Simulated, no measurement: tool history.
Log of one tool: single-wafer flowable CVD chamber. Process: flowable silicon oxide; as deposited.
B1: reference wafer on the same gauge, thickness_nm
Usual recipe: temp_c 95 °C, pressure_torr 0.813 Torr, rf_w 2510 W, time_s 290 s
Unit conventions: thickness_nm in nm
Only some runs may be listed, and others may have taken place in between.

run 1 hour=0 | temp_c=95 pressure_torr=0.813 rf_w=2510 time_s=290 | B1=247.103 | thickness_nm=202.698
run 2 hour=8.5 | temp_c=95 pressure_torr=0.813 rf_w=2510 time_s=290 | B1=246.949 | thickness_nm=202.148
run 3 hour=26.1 | temp_c=95 pressure_torr=0.813 rf_w=2510 time_s=290 | B1=246.799 | thickness_nm=202.126
run 4 hour=36 | temp_c=95 pressure_torr=0.813 rf_w=2510 time_s=290 | B1=246.754 | thickness_nm=201.742
run 5 hour=43.7 | temp_c=95 pressure_torr=0.813 rf_w=2510 time_s=290 | B1=246.947 | thickness_nm=200.498
run 6 hour=53.4 | temp_c=95 pressure_torr=0.813 rf_w=2510 time_s=290 | B1=246.818 | thickness_nm=201.078
run 7 hour=62 | temp_c=95 pressure_torr=0.813 rf_w=2510 time_s=290 | B1=247.127 | thickness_nm=197.721
run 8 hour=79.2 | temp_c=95 pressure_torr=0.813 rf_w=2510 time_s=290 | B1=247.13 | thickness_nm=200.007
run 9 hour=91.6 | temp_c=95 pressure_torr=0.873 rf_w=2510 time_s=290 | B1=246.985 | thickness_nm=211.69
-- hour=105.5 capacitance manometer re-zeroed and calibrated
run 10 hour=106 | temp_c=95 pressure_torr=0.813 rf_w=2510 time_s=290 | B1=246.815 | thickness_nm=197.701
run 11 hour=117.3 | temp_c=95 pressure_torr=0.813 rf_w=2510 time_s=290 | B1=247.208 | thickness_nm=198.433
run 12 hour=130.3 | temp_c=95 pressure_torr=0.813 rf_w=2510 time_s=290 | B1=247.016 | thickness_nm=195.19
-- hour=143.7 thermocouple changed; heater temperature recalibrated
run 13 hour=145.8 | temp_c=95 pressure_torr=0.927 rf_w=2510 time_s=261 | B1=246.925 | thickness_nm=235.294
run 14 hour=153.8 | temp_c=86 pressure_torr=0.727 rf_w=2205 time_s=290 | B1=247.391 | thickness_nm=258.282
-- hour=163 RF generator calibrated
run 15 hour=168.6 | temp_c=95 pressure_torr=0.813 rf_w=2510 time_s=333 | B1=247.012 | thickness_nm=261.658
-- hour=173.8 gauge calibrated
-- hour=181.4 showerhead replaced
run 16 hour=184.6 | temp_c=82 pressure_torr=0.983 rf_w=2510 time_s=344 | B1=246.867 | thickness_nm=476.968
run 17 hour=192.7 | temp_c=81 pressure_torr=0.813 rf_w=2070 time_s=344 | B1=247.095 | thickness_nm=383.206
run 18 hour=201.6 | temp_c=95 pressure_torr=0.932 rf_w=2510 time_s=290 | B1=246.922 | thickness_nm=263.823
run 19 hour=218 | temp_c=95 pressure_torr=0.813 rf_w=2510 time_s=333 | B1=246.701 | thickness_nm=260.382
run 20 hour=235.5 | temp_c=86 pressure_torr=0.813 rf_w=2275 time_s=290 | B1=247.298 | thickness_nm=292.022
run 21 hour=252.5 | temp_c=95 pressure_torr=0.979 rf_w=2845 time_s=235 | B1=247.098 | thickness_nm=225.599
run 22 hour=265.1 | temp_c=107 pressure_torr=0.813 rf_w=2990 time_s=290 | B1=246.912 | thickness_nm=160.708

Branching from run 22: 4 alternative next runs. What would each branch give?
run A hour=265.6 | temp_c=95 pressure_torr=0.813 rf_w=2510 time_s=290 | B1=? | thickness_nm=?
run B hour=265.6 | temp_c=95 pressure_torr=0.813 rf_w=2510 time_s=233 | B1=? | thickness_nm=?
run C hour=265.6 | temp_c=100 pressure_torr=0.813 rf_w=2510 time_s=306 | B1=? | thickness_nm=?
run D hour=265.6 | temp_c=95 pressure_torr=0.87 rf_w=2670 time_s=290 | B1=? | thickness_nm=?

run=A B1=247.038 thickness_nm=227.828
run=B B1=247.038 thickness_nm=183.048
run=C B1=247.038 thickness_nm=206.058
run=D B1=247.038 thickness_nm=246.56
Without the tool's hidden state the same runs would have given:
run=A thickness_nm=232.948
run=B thickness_nm=187.161
run=C thickness_nm=210.725
run=D thickness_nm=252.101
